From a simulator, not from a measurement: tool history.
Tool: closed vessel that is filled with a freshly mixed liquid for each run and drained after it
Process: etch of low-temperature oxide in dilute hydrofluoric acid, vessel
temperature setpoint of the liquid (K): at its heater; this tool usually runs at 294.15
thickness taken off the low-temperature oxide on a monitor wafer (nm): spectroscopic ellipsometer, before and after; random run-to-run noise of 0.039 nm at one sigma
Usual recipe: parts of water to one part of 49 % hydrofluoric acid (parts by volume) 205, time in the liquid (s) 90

run	hour	temperature setpoint of the liquid (K)	parts of water to one part of 49 % hydrofluoric acid (parts by volume)	time in the liquid (s)	read-back film thickness of the low-temperature oxide reference wafer, read on the same gauge (nm)	thickness taken off the low-temperature oxide on a monitor wafer (nm)
1	0	295.15	205	90	119.97	9.66
# hour 40.6: hydrofluoric acid flow meter replaced
2	54	295.15	205	90	119.98	9.14
3	79.2	294.15	205	90	120.01	8.83
4	148.8	294.15	205	90	120	8.8
5	215.1	294.15	205	90	120.03	8.87
# hour 218.7: thermometer replaced
6	250.8	295.65	205	90	119.95	9.47
7	276.8	294.15	205	90	119.97	9.04
8	435.9	294.15	205	90	119.99	9.08
9	485.7	294.15	205	90	120.03	9.21
# hour 493.6: gauge calibrated
10	555.3	294.15	270	90	119.96	6.63
# hour 594.6: hydrofluoric acid flow meter replaced
11	598.7	294.15	270	90	119.99	6.28
12	653.2	294.15	205	90	119.98	8.86
13	703.3	290.15	275	140	120	8.31
14	752.7	294.15	205	90	120.02	8.94
15	798.9	290.15	205	115	119.98	9.87
16	870	299.15	120	40	120.01	9.11
17	905.6	290.65	205	90	120	7.98
18	933.7	297.15	250	130	120.03	11.58
19	970.5	294.15	205	90	120.06	9.19
20	1018.4	292.65	205	90	120	8.7
21	1069.3	290.15	205	115	120.03	10.13
22	1111.5	295.65	250	90	120.02	7.71
23	1177.1	296.15	205	110	119.94	12.2
# hour 1195.6: thermometer replaced
24	1228.8	297.65	205	45	120.01	5.34
25	1268.3	296.65	175	135	120.01	18.79
# hour 1297.7: hydrofluoric acid flow meter replaced
26	1330.2	294.15	205	90	120.02	8.77
27	1371.5	290.65	205	115	119.99	9.85
28	1423.6	290.15	250	130	119.99	8.58
29	1495	297.15	180	125	119.98	16.3
30	1542	294.15	205	90	120.06	8.92
31	1595.5	294.15	110	40	120.05	8.21
32	1627.5	298.65	270	130	119.96	10.9
33	1694	294.15	205	90	120.01	9.12

Here are 3 independent what-if runs from the current tool condition. What would each one return?
A	1694.7	294.15	205	35	?	?
B	1694.7	297.65	235	120	?	?
C	1694.7	298.15	175	60	?	?

run	read-back film thickness of the low-temperature oxide reference wafer, read on the same gauge (nm)	thickness taken off the low-temperature oxide on a monitor wafer (nm)
A	119.99	3.54
B	119.99	11.7
C	119.99	8.52
Stripped of hidden state, with their random variation kept, the same runs would have yielded:
run	thickness taken off the low-temperature oxide on a monitor wafer (nm)
A	3.39
B	11.19
C	8.17

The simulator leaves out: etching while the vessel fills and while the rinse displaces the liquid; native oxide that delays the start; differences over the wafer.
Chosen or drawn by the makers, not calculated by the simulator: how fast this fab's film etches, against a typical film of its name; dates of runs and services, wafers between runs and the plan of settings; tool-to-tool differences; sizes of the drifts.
